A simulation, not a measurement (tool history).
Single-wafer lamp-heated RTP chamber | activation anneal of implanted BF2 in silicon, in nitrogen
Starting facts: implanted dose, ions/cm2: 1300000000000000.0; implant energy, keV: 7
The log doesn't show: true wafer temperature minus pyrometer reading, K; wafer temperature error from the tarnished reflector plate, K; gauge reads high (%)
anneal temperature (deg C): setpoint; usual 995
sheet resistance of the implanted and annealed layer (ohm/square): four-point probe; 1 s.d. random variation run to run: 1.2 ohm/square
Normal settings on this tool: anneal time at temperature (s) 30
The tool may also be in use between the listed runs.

| run | day | anneal temperature (deg C) | anneal time at temperature (s) | wafers since the last listed run | wafers since the last pyrometer calibration | wafers since the reflector plate was cleaned | hours since the gauge calibration | read-back reference wafer on the same gauge, sheet resistance | sheet resistance of the implanted and annealed layer (ohm/square) |
|---|---|---|---|---|---|---|---|---|---|
| 1 | 0.000 | 995 | 30 | 0 | 3726 | 4004 | 315.7 | 270.02 | 220.80 |
| 2 | 2.704 | 995 | 30 | 1058 | 4785 | 5063 | 380.6 | 270.16 | 218.49 |
|  | 4.054 | pyrometer window cleaned and pyrometer calibrated |
| 3 | 4.075 | 995 | 30 | 406 | 8 | 5469 | 413.5 | 270.09 | 231.46 |
| 4 | 6.712 | 995 | 30 | 1032 | 1041 | 6502 | 476.8 | 269.81 | 228.01 |
| 5 | 9.321 | 995 | 30 | 1021 | 2062 | 7523 | 539.4 | 270.05 | 224.94 |
|  | 9.946 | reflector plate cleaned |
| 6 | 10.746 | 995 | 37 | 427 | 2489 | 313 | 573.6 | 269.80 | 218.92 |
| 7 | 12.638 | 995 | 30 | 740 | 3230 | 1054 | 619.0 | 269.86 | 230.64 |
| 8 | 13.762 | 995 | 30 | 440 | 3671 | 1494 | 646.0 | 270.32 | 229.52 |
| 9 | 15.258 | 995 | 30 | 585 | 4256 | 2080 | 681.9 | 270.09 | 227.57 |
|  | 17.458 | pyrometer window cleaned and pyrometer calibrated |
| 10 | 17.479 | 995 | 30 | 739 | 7 | 2819 | 735.2 | 270.38 | 233.21 |
| 11 | 20.175 | 995 | 30 | 1055 | 1063 | 3875 | 799.9 | 269.73 | 230.76 |
| 12 | 21.796 | 995 | 17 | 634 | 1698 | 4509 | 838.8 | 269.77 | 272.78 |
|  | 22.671 | gauge calibrated |
| 13 | 22.908 | 995 | 30 | 435 | 2133 | 4945 | 5.7 | 270.04 | 226.92 |
| 14 | 25.075 | 995 | 30 | 848 | 2982 | 5794 | 57.7 | 270.12 | 224.41 |
| 15 | 29.671 | 995 | 40 | 1799 | 4781 | 7593 | 168.0 | 269.97 | 199.15 |
| 16 | 30.846 | 995 | 30 | 460 | 5241 | 8053 | 196.2 | 269.77 | 217.06 |
| 17 | 32.046 | 995 | 39 | 469 | 5711 | 8523 | 225.0 | 270.27 | 197.83 |
|  | 32.729 | pyrometer window cleaned and pyrometer calibrated |
| 18 | 34.550 | 1005 | 46 | 850 | 713 | 9373 | 285.1 | 269.68 | 175.80 |
|  | 35.633 | reflector plate cleaned |
| 19 | 36.262 | 995 | 16 | 540 | 1253 | 246 | 326.2 | 270.22 | 283.81 |
| 20 | 38.492 | 971 | 30 | 872 | 2126 | 1119 | 379.7 | 269.90 | 314.57 |
| 21 | 39.708 | 995 | 17 | 476 | 2603 | 1596 | 408.9 | 269.94 | 272.50 |
| 22 | 41.579 | 995 | 30 | 732 | 3335 | 2328 | 453.8 | 270.09 | 227.07 |
| 23 | 43.842 | 984 | 20 | 885 | 4221 | 3214 | 508.1 | 270.39 | 288.65 |
| 24 | 44.867 | 995 | 45 | 401 | 4623 | 3616 | 532.7 | 269.81 | 195.29 |
| 25 | 46.592 | 1024 | 15 | 675 | 5298 | 4291 | 574.1 | 269.86 | 199.22 |
|  | 47.979 | pyrometer window cleaned and pyrometer calibrated |
| 26 | 49.496 | 995 | 30 | 1006 | 593 | 5298 | 643.8 | 269.98 | 228.90 |
| 27 | 50.883 | 995 | 18 | 543 | 1136 | 5841 | 677.1 | 270.03 | 267.80 |
| 28 | 52.396 | 1009 | 40 | 592 | 1728 | 6433 | 713.4 | 270.28 | 175.81 |
| 29 | 54.800 | 973 | 17 | 941 | 2670 | 7375 | 771.1 | 270.29 | 341.65 |
| 30 | 56.179 | 995 | 30 | 540 | 3210 | 7915 | 804.2 | 270.05 | 221.19 |
|  | 57.146 | reflector plate cleaned |
| 31 | 57.808 | 980 | 41 | 507 | 3717 | 259 | 843.3 | 269.99 | 250.60 |
|  | 57.879 | gauge calibrated |
| 32 | 58.996 | 995 | 30 | 464 | 4182 | 724 | 26.8 | 270.09 | 226.47 |
| 33 | 60.312 | 965 | 41 | 515 | 4698 | 1240 | 58.4 | 269.89 | 303.06 |
|  | 61.933 | pyrometer window cleaned and pyrometer calibrated |
| 34 | 63.008 | 995 | 24 | 925 | 421 | 2165 | 123.1 | 269.98 | 249.48 |
| 35 | 64.383 | 983 | 46 | 538 | 959 | 2704 | 156.1 | 269.89 | 237.28 |
| 36 | 65.662 | 978 | 42 | 500 | 1460 | 3204 | 186.8 | 270.25 | 261.32 |

Pick out some run-to-run changes in sheet resistance of the implanted and annealed layer (ohm/square). Of each, how much would a tool without hidden state show as well, from the settings, what came in and chance, and how much is left for the hidden state and any gauge scatter not in both results compared?
Run 17 -> 18: anneal temperature (deg C) 995 -> 1005, anneal time at temperature (s) 39 -> 46, pyrometer window cleaned and pyrometer calibrated. sheet resistance of the implanted and annealed layer (ohm/square) -22.03: hidden state +13.03, all else -35.06.
Run 18 -> 19: anneal temperature (deg C) 1005 -> 995, anneal time at temperature (s) 46 -> 16, reflector plate cleaned. sheet resistance of the implanted and annealed layer (ohm/square) +108.01: hidden state +1.25, all else +106.76.
Run 28 -> 29: anneal temperature (deg C) 1009 -> 973, anneal time at temperature (s) 40 -> 17. sheet resistance of the implanted and annealed layer (ohm/square) +165.84: hidden state -13.41, all else +179.25.
Run 29 -> 30: anneal temperature (deg C) 973 -> 995, anneal time at temperature (s) 17 -> 30. sheet resistance of the implanted and annealed layer (ohm/square) -120.46: hidden state +2.43, all else -122.89.
Run 33 -> 34: anneal temperature (deg C) 965 -> 995, anneal time at temperature (s) 41 -> 24, pyrometer window cleaned and pyrometer calibrated. sheet resistance of the implanted and annealed layer (ohm/square) -53.58: hidden state +12.51, all else -66.09.
